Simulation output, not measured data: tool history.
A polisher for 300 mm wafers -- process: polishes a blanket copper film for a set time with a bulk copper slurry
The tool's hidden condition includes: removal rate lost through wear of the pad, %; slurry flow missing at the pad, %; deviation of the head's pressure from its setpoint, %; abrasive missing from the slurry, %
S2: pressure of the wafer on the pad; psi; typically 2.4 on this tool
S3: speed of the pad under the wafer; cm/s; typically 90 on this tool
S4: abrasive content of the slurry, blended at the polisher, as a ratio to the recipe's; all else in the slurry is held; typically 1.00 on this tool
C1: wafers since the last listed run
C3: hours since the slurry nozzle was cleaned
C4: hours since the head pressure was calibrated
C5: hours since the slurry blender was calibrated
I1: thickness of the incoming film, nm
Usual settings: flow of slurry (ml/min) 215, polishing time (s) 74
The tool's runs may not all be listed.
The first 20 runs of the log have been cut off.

run 21 hour=988.6 | flow_of_slurry_(ml/min)=165 S2=2.4 S3=60 S4=1.00 polishing_time_(s)=74 | C1=424 wafers_polished_on_this_pad=1350 C3=686.6 C4=830.8 C5=107.0 | I1=2838.0 | film_removed_(nm)=277.5
-- hour=999.5 head pressure recalibrated
run 22 hour=1045.3 | flow_of_slurry_(ml/min)=150 S2=2.2 S3=68 S4=1.00 polishing_time_(s)=59 | C1=384 wafers_polished_on_this_pad=1734 C3=743.3 C4=45.8 C5=163.7 | I1=2904.9 | film_removed_(nm)=242.2
-- hour=1081.0 slurry nozzle cleaned
run 23 hour=1103.0 | flow_of_slurry_(ml/min)=150 S2=2.2 S3=68 S4=1.00 polishing_time_(s)=59 | C1=398 wafers_polished_on_this_pad=2132 C3=22.0 C4=103.5 C5=221.4 | I1=2894.9 | film_removed_(nm)=238.5
-- hour=1149.8 worn pad replaced by a new one
-- hour=1183.5 slurry blender recalibrated
run 24 hour=1317.5 | flow_of_slurry_(ml/min)=215 S2=2.4 S3=90 S4=1.00 polishing_time_(s)=74 | C1=1463 wafers_polished_on_this_pad=1163 C3=236.5 C4=318.0 C5=134.0 | I1=2880.9 | film_removed_(nm)=422.8
run 25 hour=1360.6 | flow_of_slurry_(ml/min)=275 S2=2.4 S3=116 S4=0.90 polishing_time_(s)=61 | C1=302 wafers_polished_on_this_pad=1466 C3=279.6 C4=361.1 C5=177.1 | I1=2894.3 | film_removed_(nm)=445.8
run 26 hour=1409.0 | flow_of_slurry_(ml/min)=215 S2=2.4 S3=110 S4=1.00 polishing_time_(s)=74 | C1=339 wafers_polished_on_this_pad=1806 C3=328.0 C4=409.5 C5=225.5 | I1=2897.9 | film_removed_(nm)=508.3
-- hour=1450.1 worn pad replaced by a new one
run 27 hour=1455.6 | flow_of_slurry_(ml/min)=215 S2=2.4 S3=90 S4=1.25 polishing_time_(s)=92 | C1=299 wafers_polished_on_this_pad=38 C3=374.6 C4=456.1 C5=272.1 | I1=2899.0 | film_removed_(nm)=550.9
run 28 hour=1490.6 | flow_of_slurry_(ml/min)=215 S2=2.4 S3=90 S4=1.00 polishing_time_(s)=82 | C1=245 wafers_polished_on_this_pad=284 C3=409.6 C4=491.1 C5=307.1 | I1=2903.5 | film_removed_(nm)=460.1
run 29 hour=1523.5 | flow_of_slurry_(ml/min)=215 S2=2.4 S3=90 S4=1.00 polishing_time_(s)=74 | C1=230 wafers_polished_on_this_pad=515 C3=442.5 C4=524.0 C5=340.0 | I1=2913.6 | film_removed_(nm)=408.9
run 30 hour=1553.5 | flow_of_slurry_(ml/min)=215 S2=2.4 S3=90 S4=1.00 polishing_time_(s)=52 | C1=210 wafers_polished_on_this_pad=725 C3=472.5 C4=554.0 C5=370.0 | I1=2902.8 | film_removed_(nm)=295.2

Predict each of these 4 candidate next runs independently; none follows another, all start after run 30:
run A hour=1553.9 | flow_of_slurry_(ml/min)=215 S2=2.4 S3=90 S4=1.00 polishing_time_(s)=74 | C1=0 wafers_polished_on_this_pad=725 C3=472.9 C4=554.4 C5=370.4 | I1=2915.9 | film_removed_(nm)=?
run B hour=1553.9 | flow_of_slurry_(ml/min)=235 S2=2.4 S3=90 S4=1.00 polishing_time_(s)=74 | C1=0 wafers_polished_on_this_pad=725 C3=472.9 C4=554.4 C5=370.4 | I1=2915.9 | film_removed_(nm)=?
run C hour=1553.9 | flow_of_slurry_(ml/min)=175 S2=3.1 S3=68 S4=1.00 polishing_time_(s)=74 | C1=0 wafers_polished_on_this_pad=725 C3=472.9 C4=554.4 C5=370.4 | I1=2915.9 | film_removed_(nm)=?
run D hour=1553.9 | flow_of_slurry_(ml/min)=145 S2=2.9 S3=90 S4=1.00 polishing_time_(s)=53 | C1=0 wafers_polished_on_this_pad=725 C3=472.9 C4=554.4 C5=370.4 | I1=2915.9 | film_removed_(nm)=?

run=A film_removed_(nm)=419.5
run=B film_removed_(nm)=422.2
run=C film_removed_(nm)=411.4
run=D film_removed_(nm)=352.4
What these runs would have given with no unlogged condition in the tool:
run=A film_removed_(nm)=445.6
run=B film_removed_(nm)=448.5
run=C film_removed_(nm)=437.0
run=D film_removed_(nm)=374.4

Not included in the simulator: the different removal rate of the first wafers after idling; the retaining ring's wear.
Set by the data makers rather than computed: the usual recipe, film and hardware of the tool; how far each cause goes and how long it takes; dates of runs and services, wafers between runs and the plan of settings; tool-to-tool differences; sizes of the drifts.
